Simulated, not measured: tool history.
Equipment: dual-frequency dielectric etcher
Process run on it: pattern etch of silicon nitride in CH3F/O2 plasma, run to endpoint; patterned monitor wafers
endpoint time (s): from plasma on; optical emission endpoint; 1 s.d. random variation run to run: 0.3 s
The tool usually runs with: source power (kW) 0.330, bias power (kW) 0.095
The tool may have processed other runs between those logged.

run   hour  source power (kW)  bias power (kW)  wafers since the last listed run  hours since the last wet clean  hours since the last source power generator calibration  hours since the last bias power generator calibration  hours since the last upper electrode change  incoming incoming film thickness, nm  endpoint time (s)
  1    0.0              0.330            0.111                                 0                           264.1                                                   3731.3                                                 2896.1                                       3048.5                                  92.2               95.2
  2    9.7              0.330            0.111                                62                           273.8                                                   3741.0                                                 2905.8                                       3058.2                                  93.0               96.0
  3   18.9              0.330            0.111                                59                           283.0                                                   3750.2                                                 2915.0                                       3067.4                                  92.2               95.2
  4   27.7              0.330            0.095                                56                           291.8                                                   3759.0                                                 2923.8                                       3076.2                                  93.5              103.5
  5   43.4              0.330            0.095                               100                           307.5                                                   3774.7                                                 2939.5                                       3091.9                                  92.5              102.4
  6   54.5              0.330            0.095                                71                           318.6                                                   3785.8                                                 2950.6                                       3103.0                                  92.5              102.9
  7   66.9              0.330            0.095                                79                           331.0                                                   3798.2                                                 2963.0                                       3115.4                                  92.8              103.3
      95.9  -- upper electrode replaced
  8   96.4              0.330            0.082                                35                           360.5                                                   3827.7                                                 2992.5                                          0.5                                  94.0              111.6
  9   96.8              0.330            0.102                                 2                           360.9                                                   3828.1                                                 2992.9                                          0.9                                  93.5              101.4
 10   97.1              0.330            0.104                                 1                           361.2                                                   3828.4                                                 2993.2                                          1.2                                  92.1               99.0
 11  101.2              0.330            0.104                                26                           365.3                                                   3832.5                                                 2997.3                                          5.3                                  93.1              100.4
 12  113.7              0.330            0.095                                80                           377.8                                                   3845.0                                                 3009.8                                         17.8                                  93.2              104.7
 13  124.9              0.330            0.095                                71                           389.0                                                   3856.2                                                 3021.0                                         29.0                                  93.5              104.3
 14  136.8              0.390            0.117                                76                           400.9                                                   3868.1                                                 3032.9                                         40.9                                  93.1               87.4
 15  143.6              0.290            0.072                                43                           407.7                                                   3874.9                                                 3039.7                                         47.7                                  92.2              125.4
 16  156.8              0.330            0.072                                84                           420.9                                                   3888.1                                                 3052.9                                         60.9                                  92.8              117.0
     182.8  -- wet clean of the chamber
     182.8  -- source power generator calibrated
 17  183.3              0.270            0.109                                16                             0.5                                                      0.5                                                 3079.4                                         87.4                                  92.5              104.9
 18  185.0              0.330            0.095                                10                             2.2                                                      2.2                                                 3081.1                                         89.1                                  93.9              101.9
     196.5  -- bias power generator calibrated
 19  202.1              0.260            0.113                                84                            19.3                                                     19.3                                                    5.6                                        106.2                                  93.1              107.4
 20  220.0              0.330            0.074                               114                            37.2                                                     37.2                                                   23.5                                        124.1                                  93.5              113.4
 21  227.1              0.250            0.103                                45                            44.3                                                     44.3                                                   30.6                                        131.2                                  94.0              115.2
 22  236.4              0.410            0.095                                59                            53.6                                                     53.6                                                   39.9                                        140.5                                  92.8               90.1
 23  247.3              0.260            0.088                                70                            64.5                                                     64.5                                                   50.8                                        151.4                                  93.6              120.6
 24  258.1              0.330            0.095                                69                            75.3                                                     75.3                                                   61.6                                        162.2                                  93.1              101.3
 25  265.9              0.290            0.109                                50                            83.1                                                     83.1                                                   69.4                                        170.0                                  92.5              101.7
 26  277.0              0.390            0.095                                71                            94.2                                                     94.2                                                   80.5                                        181.1                                  93.5               93.3

Alternative continuations, all from the tool just after run 26; predict every row:
  A  277.5              0.330            0.105                                 3                            94.7                                                     94.7                                                   81.0                                        181.6                                  93.2                  ?
  B  277.5              0.270            0.076                                 3                            94.7                                                     94.7                                                   81.0                                        181.6                                  93.2                  ?
  C  277.5              0.280            0.088                                 3                            94.7                                                     94.7                                                   81.0                                        181.6                                  93.2                  ?
  D  277.5              0.300            0.080                                 3                            94.7                                                     94.7                                                   81.0                                        181.6                                  93.2                  ?

run  endpoint time (s)
  A               97.6
  B              125.6
  C              115.4
  D              115.6
What these runs would have given with no unlogged condition in the tool:
run  endpoint time (s)
  A               96.0
  B              123.6
  C              113.5
  D              113.7
